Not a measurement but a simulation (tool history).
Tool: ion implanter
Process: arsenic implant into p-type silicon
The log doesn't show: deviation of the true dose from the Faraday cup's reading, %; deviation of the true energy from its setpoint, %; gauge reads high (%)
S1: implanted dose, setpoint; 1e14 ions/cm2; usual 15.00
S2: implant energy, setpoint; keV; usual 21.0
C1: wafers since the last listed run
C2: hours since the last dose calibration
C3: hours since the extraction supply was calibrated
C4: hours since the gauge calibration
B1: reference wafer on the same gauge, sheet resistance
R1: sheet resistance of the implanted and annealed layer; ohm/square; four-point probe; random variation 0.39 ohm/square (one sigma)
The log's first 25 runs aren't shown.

run 26 hour=1318.6 | S1=10.95 S2=21.0 | C1=1064 C2=195.3 C3=283.5 C4=141.4 | B1=122.90 | R1=138.59
run 27 hour=1366.8 | S1=15.00 S2=21.0 | C1=777 C2=243.5 C3=331.7 C4=189.6 | B1=123.04 | R1=125.94
run 28 hour=1420.7 | S1=12.40 S2=25.5 | C1=868 C2=297.4 C3=385.6 C4=243.5 | B1=123.22 | R1=122.46
run 29 hour=1470.9 | S1=15.00 S2=21.0 | C1=809 C2=347.6 C3=435.8 C4=293.7 | B1=123.22 | R1=124.62
run 30 hour=1519.5 | S1=17.92 S2=19.0 | C1=783 C2=396.2 C3=484.4 C4=342.3 | B1=123.01 | R1=126.67
run 31 hour=1565.6 | S1=10.57 S2=21.0 | C1=743 C2=442.3 C3=530.5 C4=388.4 | B1=123.17 | R1=140.02
run 32 hour=1603.9 | S1=15.00 S2=21.0 | C1=617 C2=480.6 C3=568.8 C4=426.7 | B1=123.04 | R1=125.50
run 33 hour=1638.5 | S1=12.16 S2=26.0 | C1=557 C2=515.2 C3=603.4 C4=461.3 | B1=122.98 | R1=122.75
run 34 hour=1675.4 | S1=15.00 S2=21.0 | C1=594 C2=552.1 C3=640.3 C4=498.2 | B1=123.09 | R1=124.92
run 35 hour=1712.1 | S1=15.00 S2=16.0 | C1=591 C2=588.8 C3=677.0 C4=534.9 | B1=123.08 | R1=140.55
run 36 hour=1783.8 | S1=19.11 S2=18.0 | C1=1155 C2=660.5 C3=748.7 C4=606.6 | B1=122.91 | R1=127.79
run 37 hour=1843.9 | S1=17.85 S2=21.0 | C1=968 C2=720.6 C3=808.8 C4=666.7 | B1=122.89 | R1=120.59

Forecast each of these 4 alternatives for the next run:
run A hour=1844.3 | S1=15.00 S2=25.0 | C1=6 C2=721.0 C3=809.2 C4=667.1 | B1=? | R1=?
run B hour=1844.3 | S1=10.93 S2=18.5 | C1=6 C2=721.0 C3=809.2 C4=667.1 | B1=? | R1=?
run C hour=1844.3 | S1=19.37 S2=21.0 | C1=6 C2=721.0 C3=809.2 C4=667.1 | B1=? | R1=?
run D hour=1844.3 | S1=12.07 S2=28.5 | C1=6 C2=721.0 C3=809.2 C4=667.1 | B1=? | R1=?

run=A B1=123.04 R1=116.53
run=B B1=123.04 R1=144.88
run=C B1=123.04 R1=119.79
run=D B1=123.04 R1=118.81
Without the tool's hidden state the same runs would have given:
run=A R1=116.48
run=B R1=144.82
run=C R1=119.73
run=D R1=118.76

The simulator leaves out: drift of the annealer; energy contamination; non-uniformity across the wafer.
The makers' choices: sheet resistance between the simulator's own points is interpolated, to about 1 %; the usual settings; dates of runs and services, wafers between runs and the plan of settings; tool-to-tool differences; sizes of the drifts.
